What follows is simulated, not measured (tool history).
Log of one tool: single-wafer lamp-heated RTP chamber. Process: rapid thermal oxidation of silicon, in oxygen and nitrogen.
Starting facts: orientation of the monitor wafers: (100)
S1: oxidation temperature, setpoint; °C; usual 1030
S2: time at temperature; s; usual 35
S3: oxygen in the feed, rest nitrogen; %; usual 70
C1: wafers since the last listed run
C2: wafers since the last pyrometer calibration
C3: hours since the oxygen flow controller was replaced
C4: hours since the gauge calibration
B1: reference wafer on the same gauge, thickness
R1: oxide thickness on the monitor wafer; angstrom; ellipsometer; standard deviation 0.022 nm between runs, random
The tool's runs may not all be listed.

run,hour,S1,S2,S3,C1,C2,C3,C4,B1,R1
1,0.0,1030,35,70,0,291,1228.9,694.6,6.075,53.85
2,46.7,1030,35,70,497,788,1275.6,741.3,6.058,53.74
3,90.7,1030,35,70,468,1256,1319.6,785.3,6.058,53.72
4,126.0,1030,35,70,375,1632,1354.9,820.6,6.057,54.07
5,158.9,1030,35,70,350,1982,1387.8,853.5,6.058,53.34
6,214.3,1030,35,70,589,2572,1443.2,908.9,6.061,53.80
7,265.4,1023,35,70,543,3115,1494.3,960.0,6.060,51.00
8,311.2,1030,35,70,487,3603,1540.1,1005.8,6.065,53.90
9,341.7,1030,35,70,324,3928,1570.6,1036.3,6.059,53.87
10,382.0,1030,35,70,428,4357,1610.9,1076.6,6.059,53.57
# hour 435.8: pyrometer window cleaned and pyrometer calibrated
11,436.3,1030,42,70,492,5,1665.2,1130.9,6.054,57.85
12,509.4,1030,42,70,778,783,1738.3,1204.0,6.058,58.56
13,555.0,1030,35,56,485,1268,1783.9,1249.6,6.057,49.62
# hour 662.2: gauge calibrated
14,688.1,1030,35,56,1416,2685,1917.0,25.9,6.055,50.01
# hour 755.1: oxygen flow controller replaced
15,755.8,1030,35,56,635,3320,0.7,93.6,6.064,49.52
16,814.1,1030,35,70,620,3941,59.0,151.9,6.069,53.55
17,864.7,1040,35,70,538,4479,109.6,202.5,6.063,58.14
18,900.5,1019,24,70,381,4861,145.4,238.3,6.064,42.64
# hour 915.1: pyrometer window cleaned and pyrometer calibrated
19,965.0,1005,22,70,601,531,209.9,302.8,6.063,37.72
20,1010.8,1045,35,70,487,1018,255.7,348.6,6.051,59.69
21,1072.3,1030,35,70,654,1673,317.2,410.1,6.064,54.12
22,1120.0,1017,44,85,507,2180,364.9,457.8,6.059,57.43
23,1148.4,1030,35,70,302,2483,393.3,486.2,6.060,53.96
24,1216.1,1030,35,70,720,3203,461.0,553.9,6.064,53.95
25,1284.2,1051,49,56,724,3928,529.1,622.0,6.064,66.25
26,1345.8,1030,35,70,655,4584,590.7,683.6,6.063,53.97
27,1382.4,1014,25,62,389,4973,627.3,720.2,6.055,40.68
28,1450.4,1030,21,86,723,5697,695.3,788.2,6.067,46.74
# hour 1510.6: pyrometer window cleaned and pyrometer calibrated
29,1519.8,1030,25,41,653,98,764.7,857.6,6.057,39.28
30,1550.8,1053,44,53,329,428,795.7,888.6,6.059,62.83
31,1612.1,1030,35,70,652,1080,857.0,949.9,6.058,53.73
32,1639.8,1030,22,48,294,1375,884.7,977.6,6.061,39.41
33,1694.7,1030,22,70,584,1959,939.6,1032.5,6.059,44.49
34,1732.9,1030,35,70,406,2366,977.8,1070.7,6.058,53.98
35,1798.7,1030,35,70,700,3066,1043.6,1136.5,6.067,53.93
36,1840.6,1059,35,70,445,3512,1085.5,1178.4,6.062,65.48
37,1911.0,1044,20,53,749,4261,1155.9,1248.8,6.063,42.86
# hour 1962.7: gauge calibrated
38,1963.5,1011,35,44,558,4820,1208.4,0.8,6.054,40.33
# hour 1977.5: pyrometer window cleaned and pyrometer calibrated
39,2035.5,1030,35,96,681,617,1280.4,72.8,6.066,59.77

Take each entry between the runs: how does the hidden state at the last listed run before it differ from the hidden state at the first listed run after it?
In the gap between runs 10 and 11: pyrometer window cleaned and pyrometer calibrated (hour 435.8)
  nothing in the hidden state changes from one run to the other
In the gap between runs 13 and 14: gauge calibrated (hour 662.2)
  nothing in the hidden state changes from one run to the other
In the gap between runs 14 and 15: oxygen flow controller replaced (hour 755.1)
  nothing in the hidden state changes from one run to the other
In the gap between runs 18 and 19: pyrometer window cleaned and pyrometer calibrated (hour 915.1)
  nothing in the hidden state changes from one run to the other
In the gap between runs 28 and 29: pyrometer window cleaned and pyrometer calibrated (hour 1510.6)
  nothing in the hidden state changes from one run to the other
In the gap between runs 37 and 38: gauge calibrated (hour 1962.7)
  nothing in the hidden state changes from one run to the other
In the gap between runs 38 and 39: pyrometer window cleaned and pyrometer calibrated (hour 1977.5)
  nothing in the hidden state changes from one run to the other
